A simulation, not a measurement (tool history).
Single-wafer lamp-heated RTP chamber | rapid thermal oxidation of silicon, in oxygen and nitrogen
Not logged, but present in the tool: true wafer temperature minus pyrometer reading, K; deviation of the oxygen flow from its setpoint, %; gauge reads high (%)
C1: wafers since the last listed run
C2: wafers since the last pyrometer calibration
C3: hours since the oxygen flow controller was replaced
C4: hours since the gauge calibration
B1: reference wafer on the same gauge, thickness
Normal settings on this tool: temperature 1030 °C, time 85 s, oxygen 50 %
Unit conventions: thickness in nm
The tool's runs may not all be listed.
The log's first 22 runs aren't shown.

Run 23, hour 1095.0: usual settings; C1 274; C2 610; C3 486.7; C4 505.0; B1 7.438. Result: thickness 7.195 nm.
Run 24, hour 1148.7: usual settings but time 127 s; C1 284; C2 894; C3 540.4; C4 558.7; B1 7.423. Result: thickness 8.664 nm.
Run 25, hour 1188.9: usual settings; C1 212; C2 1107; C3 580.6; C4 598.9; B1 7.424. Result: thickness 7.203 nm.
Run 26, hour 1225.8: usual settings; C1 195; C2 1302; C3 617.5; C4 635.8; B1 7.426. Result: thickness 7.199 nm.
Run 27, hour 1271.3: usual settings; C1 240; C2 1543; C3 663.0; C4 681.3; B1 7.421. Result: thickness 7.215 nm.
Run 28, hour 1330.2: usual settings but temperature 1001 °C, time 54 s; C1 311; C2 1855; C3 721.9; C4 740.2; B1 7.432. Result: thickness 4.845 nm.
Run 29, hour 1401.8: usual settings but temperature 1054 °C, oxygen 67 %; C1 379; C2 2234; C3 793.5; C4 811.8; B1 7.422. Result: thickness 9.528 nm.
Run 30, hour 1460.3: usual settings but time 66 s; C1 309; C2 2544; C3 852.0; C4 870.3; B1 7.424. Result: thickness 6.446 nm.
Run 31, hour 1507.0: usual settings; C1 247; C2 2791; C3 898.7; C4 917.0; B1 7.432. Result: thickness 7.254 nm.
Run 32, hour 1559.2: usual settings but time 66 s; C1 276; C2 3068; C3 950.9; C4 969.2; B1 7.429. Result: thickness 6.497 nm.
At hour 1583.9: gauge calibrated.
Run 33, hour 1608.2: usual settings but temperature 1050 °C, time 72 s; C1 259; C2 3327; C3 999.9; C4 24.3; B1 7.435. Result: thickness 7.751 nm.
Run 34, hour 1658.5: usual settings but temperature 1044 °C, time 123 s; C1 266; C2 3594; C3 1050.2; C4 74.6; B1 7.435. Result: thickness 9.506 nm.
At hour 1668.2: pyrometer window cleaned and pyrometer calibrated.
Run 35, hour 1715.8: usual settings but temperature 1009 °C, oxygen 78 %; C1 261; C2 252; C3 1107.5; C4 131.9; B1 7.434. Result: thickness 7.240 nm.
Run 36, hour 1756.8: usual settings but temperature 1009 °C, time 106 s, oxygen 69 %; C1 217; C2 469; C3 1148.5; C4 172.9; B1 7.436. Result: thickness 7.613 nm.
Run 37, hour 1791.7: usual settings but time 118 s; C1 184; C2 653; C3 1183.4; C4 207.8; B1 7.428. Result: thickness 8.360 nm.
Run 38, hour 1854.3: usual settings; C1 331; C2 985; C3 1246.0; C4 270.4; B1 7.429. Result: thickness 7.210 nm.
Run 39, hour 1924.1: usual settings but temperature 1044 °C, time 115 s, oxygen 76 %; C1 369; C2 1355; C3 1315.8; C4 340.2; B1 7.425. Result: thickness 10.643 nm.

Forecast each of these 3 alternatives for the next run:
Run A, hour 1924.6: usual settings but oxygen 72 %; C1 2; C2 1357; C3 1316.3; C4 340.7; B1 ?. Result: thickness ?.
Run B, hour 1924.6: usual settings but oxygen 27 %; C1 2; C2 1357; C3 1316.3; C4 340.7; B1 ?. Result: thickness ?.
Run C, hour 1924.6: usual settings but temperature 1047 °C, time 101 s; C1 2; C2 1357; C3 1316.3; C4 340.7; B1 ?. Result: thickness ?.

run     B1  thickness
  A  7.431      8.188
  B  7.431      5.809
  C  7.431      8.745
What these runs would have given with no unlogged condition in the tool:
run  thickness
  A      8.052
  B      5.716
  C      8.603

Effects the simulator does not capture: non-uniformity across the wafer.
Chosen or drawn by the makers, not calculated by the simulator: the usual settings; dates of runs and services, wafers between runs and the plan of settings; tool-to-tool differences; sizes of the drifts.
